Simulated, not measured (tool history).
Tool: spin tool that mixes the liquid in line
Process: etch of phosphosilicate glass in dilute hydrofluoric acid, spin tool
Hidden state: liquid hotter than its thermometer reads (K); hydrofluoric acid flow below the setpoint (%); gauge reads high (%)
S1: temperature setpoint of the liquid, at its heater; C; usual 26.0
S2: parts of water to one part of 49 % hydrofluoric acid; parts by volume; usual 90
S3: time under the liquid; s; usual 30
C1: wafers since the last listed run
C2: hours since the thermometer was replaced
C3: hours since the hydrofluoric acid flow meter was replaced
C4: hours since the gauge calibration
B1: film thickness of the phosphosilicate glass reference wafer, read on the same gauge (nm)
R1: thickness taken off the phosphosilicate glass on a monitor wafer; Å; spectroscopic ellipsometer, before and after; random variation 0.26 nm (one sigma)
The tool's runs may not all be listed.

| run | hour | S1 | S2 | S3 | C1 | C2 | C3 | C4 | B1 | R1 |
|---|---|---|---|---|---|---|---|---|---|---|
| 1 | 0.0 | 24.0 | 90 | 30 | 0 | 1557.7 | 270.7 | 647.4 | 102.72 | 263.5 |
| 2 | 22.7 | 26.0 | 90 | 30 | 173 | 1580.4 | 293.4 | 670.1 | 102.84 | 292.1 |
| 3 | 48.1 | 26.0 | 90 | 30 | 193 | 1605.8 | 318.8 | 695.5 | 102.93 | 285.8 |
| 4 | 69.1 | 26.0 | 90 | 30 | 160 | 1626.8 | 339.8 | 716.5 | 103.02 | 287.3 |
| 5 | 101.7 | 26.0 | 90 | 30 | 248 | 1659.4 | 372.4 | 749.1 | 103.15 | 290.8 |
| 6 | 117.3 | 26.0 | 90 | 30 | 119 | 1675.0 | 388.0 | 764.7 | 103.23 | 288.8 |
| 7 | 150.2 | 26.0 | 90 | 30 | 251 | 1707.9 | 420.9 | 797.6 | 103.33 | 289.0 |
| 8 | 170.3 | 26.0 | 105 | 20 | 153 | 1728.0 | 441.0 | 817.7 | 103.43 | 162.6 |
| 9 | 202.4 | 26.0 | 90 | 30 | 245 | 1760.1 | 473.1 | 849.8 | 103.56 | 290.5 |
| 10 | 219.2 | 26.0 | 90 | 30 | 128 | 1776.9 | 489.9 | 866.6 | 103.63 | 289.3 |
| 11 | 241.9 | 26.0 | 90 | 30 | 173 | 1799.6 | 512.6 | 889.3 | 103.72 | 289.8 |
| 12 | 263.1 | 27.5 | 65 | 30 | 161 | 1820.8 | 533.8 | 910.5 | 103.81 | 437.0 |
| 13 | 294.7 | 28.0 | 65 | 30 | 241 | 1852.4 | 565.4 | 942.1 | 103.90 | 453.4 |
| 14 | 329.8 | 29.5 | 110 | 25 | 267 | 1887.5 | 600.5 | 977.2 | 104.07 | 221.6 |
| 15 | 351.1 | 26.0 | 105 | 30 | 162 | 1908.8 | 621.8 | 998.5 | 104.14 | 243.6 |
| 16 | 378.9 | 26.0 | 90 | 30 | 212 | 1936.6 | 649.6 | 1026.3 | 104.27 | 289.0 |
| 17 | 408.8 | 27.5 | 65 | 30 | 228 | 1966.5 | 679.5 | 1056.2 | 104.36 | 444.8 |
|  | 413.9 | thermometer replaced |
| 18 | 436.4 | 26.0 | 90 | 30 | 203 | 22.5 | 707.1 | 1083.8 | 104.50 | 292.7 |
|  | 449.8 | hydrofluoric acid flow meter replaced |
| 19 | 462.2 | 27.5 | 55 | 20 | 189 | 48.3 | 12.4 | 1109.6 | 104.59 | 354.9 |
| 20 | 511.6 | 24.5 | 110 | 15 | 377 | 97.7 | 61.8 | 1159.0 | 104.80 | 110.8 |
| 21 | 535.0 | 24.0 | 60 | 40 | 178 | 121.1 | 85.2 | 1182.4 | 104.90 | 557.9 |
|  | 561.2 | gauge calibrated |
| 22 | 561.3 | 26.0 | 90 | 45 | 200 | 147.4 | 111.5 | 0.1 | 100.05 | 423.1 |
| 23 | 579.7 | 30.0 | 45 | 25 | 140 | 165.8 | 129.9 | 18.5 | 100.11 | 579.4 |
| 24 | 596.9 | 22.5 | 45 | 30 | 131 | 183.0 | 147.1 | 35.7 | 100.17 | 519.9 |
| 25 | 627.8 | 26.0 | 90 | 40 | 235 | 213.9 | 178.0 | 66.6 | 100.32 | 372.2 |
| 26 | 640.3 | 30.0 | 80 | 45 | 95 | 226.4 | 190.5 | 79.1 | 100.35 | 560.5 |
| 27 | 659.2 | 26.0 | 90 | 30 | 144 | 245.3 | 209.4 | 98.0 | 100.43 | 280.3 |
| 28 | 690.2 | 31.0 | 90 | 30 | 236 | 276.3 | 240.4 | 129.0 | 100.56 | 341.5 |
| 29 | 718.8 | 26.0 | 115 | 30 | 218 | 304.9 | 269.0 | 157.6 | 100.65 | 213.3 |
| 30 | 784.6 | 30.5 | 90 | 40 | 502 | 370.7 | 334.8 | 223.4 | 100.92 | 446.8 |
| 31 | 801.8 | 23.5 | 45 | 20 | 131 | 387.9 | 352.0 | 240.6 | 100.98 | 363.9 |
| 32 | 827.2 | 28.0 | 120 | 45 | 193 | 413.3 | 377.4 | 266.0 | 101.10 | 330.0 |

Measured less the same run without the tool's hidden state. The same run-to-run variation is in both; the gauge's scatter may not be:
| run | R1 |
|---|---|
| 1 | +7.1 |
| 2 | +8.0 |
| 3 | +8.2 |
| 4 | +8.4 |
| 5 | +8.9 |
| 6 | +9.0 |
| 7 | +9.4 |
| 8 | +5.4 |
| 9 | +10.0 |
| 10 | +10.1 |
| 11 | +10.4 |
| 12 | +16.0 |
| 13 | +17.1 |
| 14 | +8.6 |
| 15 | +9.7 |
| 16 | +11.8 |
| 17 | +18.7 |
| 18 | +12.5 |
| 19 | +15.6 |
| 20 | +5.0 |
| 21 | +26.0 |
| 22 | +0.2 |
| 23 | +0.6 |
| 24 | +0.9 |
| 25 | +1.1 |
| 26 | +2.0 |
| 27 | +1.1 |
| 28 | +1.9 |
| 29 | +1.4 |
| 30 | +4.1 |
| 31 | +3.6 |
| 32 | +3.6 |
